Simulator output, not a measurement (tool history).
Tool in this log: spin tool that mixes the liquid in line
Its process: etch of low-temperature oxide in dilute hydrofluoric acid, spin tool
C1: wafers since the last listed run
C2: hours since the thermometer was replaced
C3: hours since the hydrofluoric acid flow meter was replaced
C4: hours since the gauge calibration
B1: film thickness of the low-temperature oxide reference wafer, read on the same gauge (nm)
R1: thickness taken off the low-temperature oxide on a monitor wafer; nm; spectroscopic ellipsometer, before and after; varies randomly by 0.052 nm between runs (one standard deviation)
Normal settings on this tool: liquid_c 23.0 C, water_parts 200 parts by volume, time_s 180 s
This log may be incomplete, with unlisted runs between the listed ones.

Run 1, hour 0.0: usual settings but liquid_c 19.5 C; C1 0; C2 2442.0; C3 731.9; C4 153.3; B1 150.00. Result: R1 7.99 nm.
Run 2, hour 12.2: usual settings; C1 106; C2 2454.2; C3 744.1; C4 165.5; B1 150.02. Result: R1 9.24 nm.
Run 3, hour 33.0: usual settings; C1 180; C2 2475.0; C3 764.9; C4 186.3; B1 150.00. Result: R1 9.24 nm.
Run 4, hour 59.3: usual settings but liquid_c 20.5 C, time_s 255 s; C1 228; C2 2501.3; C3 791.2; C4 212.6; B1 150.00. Result: R1 11.79 nm.
Run 5, hour 86.8: usual settings but liquid_c 20.5 C, time_s 255 s; C1 239; C2 2528.8; C3 818.7; C4 240.1; B1 150.01. Result: R1 11.82 nm.
Run 6, hour 119.7: usual settings but liquid_c 24.5 C, time_s 235 s; C1 286; C2 2561.7; C3 851.6; C4 273.0; B1 150.01. Result: R1 12.77 nm.
Run 7, hour 145.4: usual settings but liquid_c 24.5 C, time_s 235 s; C1 223; C2 2587.4; C3 877.3; C4 298.7; B1 150.02. Result: R1 12.60 nm.
Run 8, hour 165.0: usual settings but liquid_c 24.5 C, time_s 235 s; C1 170; C2 2607.0; C3 896.9; C4 318.3; B1 150.00. Result: R1 12.79 nm.
Run 9, hour 184.0: usual settings but water_parts 175 parts by volume; C1 165; C2 2626.0; C3 915.9; C4 337.3; B1 149.99. Result: R1 10.78 nm.
Run 10, hour 199.1: usual settings but water_parts 175 parts by volume; C1 131; C2 2641.1; C3 931.0; C4 352.4; B1 149.99. Result: R1 10.65 nm.
Run 11, hour 214.2: usual settings but water_parts 230 parts by volume; C1 131; C2 2656.2; C3 946.1; C4 367.5; B1 150.02. Result: R1 7.76 nm.
At hour 225.0: thermometer replaced.
Run 12, hour 248.9: usual settings but liquid_c 21.5 C, water_parts 130 parts by volume, time_s 145 s; C1 293; C2 23.9; C3 980.8; C4 402.2; B1 150.00. Result: R1 12.64 nm.
Run 13, hour 283.4: usual settings but liquid_c 18.5 C, water_parts 155 parts by volume, time_s 290 s; C1 300; C2 58.4; C3 1015.3; C4 436.7; B1 149.98. Result: R1 18.52 nm.
Run 14, hour 302.7: usual settings but liquid_c 24.5 C, time_s 235 s; C1 167; C2 77.7; C3 1034.6; C4 456.0; B1 150.00. Result: R1 13.90 nm.
At hour 330.2: gauge calibrated.
At hour 355.2: hydrofluoric acid flow meter replaced.
Run 15, hour 398.6: usual settings but time_s 265 s; C1 825; C2 173.6; C3 43.4; C4 68.4; B1 150.00. Result: R1 14.69 nm.
Run 16, hour 424.5: usual settings but liquid_c 20.0 C, water_parts 165 parts by volume, time_s 215 s; C1 225; C2 199.5; C3 69.3; C4 94.3; B1 150.02. Result: R1 13.44 nm.
Run 17, hour 444.9: usual settings; C1 177; C2 219.9; C3 89.7; C4 114.7; B1 150.02. Result: R1 10.00 nm.
Run 18, hour 457.6: usual settings; C1 110; C2 232.6; C3 102.4; C4 127.4; B1 150.00. Result: R1 9.98 nm.
Run 19, hour 470.8: usual settings but liquid_c 20.0 C; C1 114; C2 245.8; C3 115.6; C4 140.6; B1 150.01. Result: R1 8.84 nm.
Run 20, hour 483.6: usual settings but liquid_c 25.0 C, water_parts 100 parts by volume, time_s 275 s; C1 111; C2 258.6; C3 128.4; C4 153.4; B1 150.00. Result: R1 36.67 nm.
Run 21, hour 505.8: usual settings but liquid_c 21.0 C, time_s 215 s; C1 193; C2 280.8; C3 150.6; C4 175.6; B1 150.02. Result: R1 11.00 nm.

Entry by entry between the runs, the difference in hidden state between the last listed run before and the first listed run after:
Logged between run 11 and run 12: thermometer replaced (hour 225.0)
  liquid colder than its thermometer reads (K): 2.73 -> 0.208
  measured result minus the result with no hidden state, R1: -0.83 -> -0.11 nm
Logged between run 14 and run 15: gauge calibrated (hour 330.2); hydrofluoric acid flow meter replaced (hour 355.2)
  liquid colder than its thermometer reads (K): 0.26 -> 0.353
  measured result minus the result with no hidden state, R1: -0.13 -> -0.19 nm
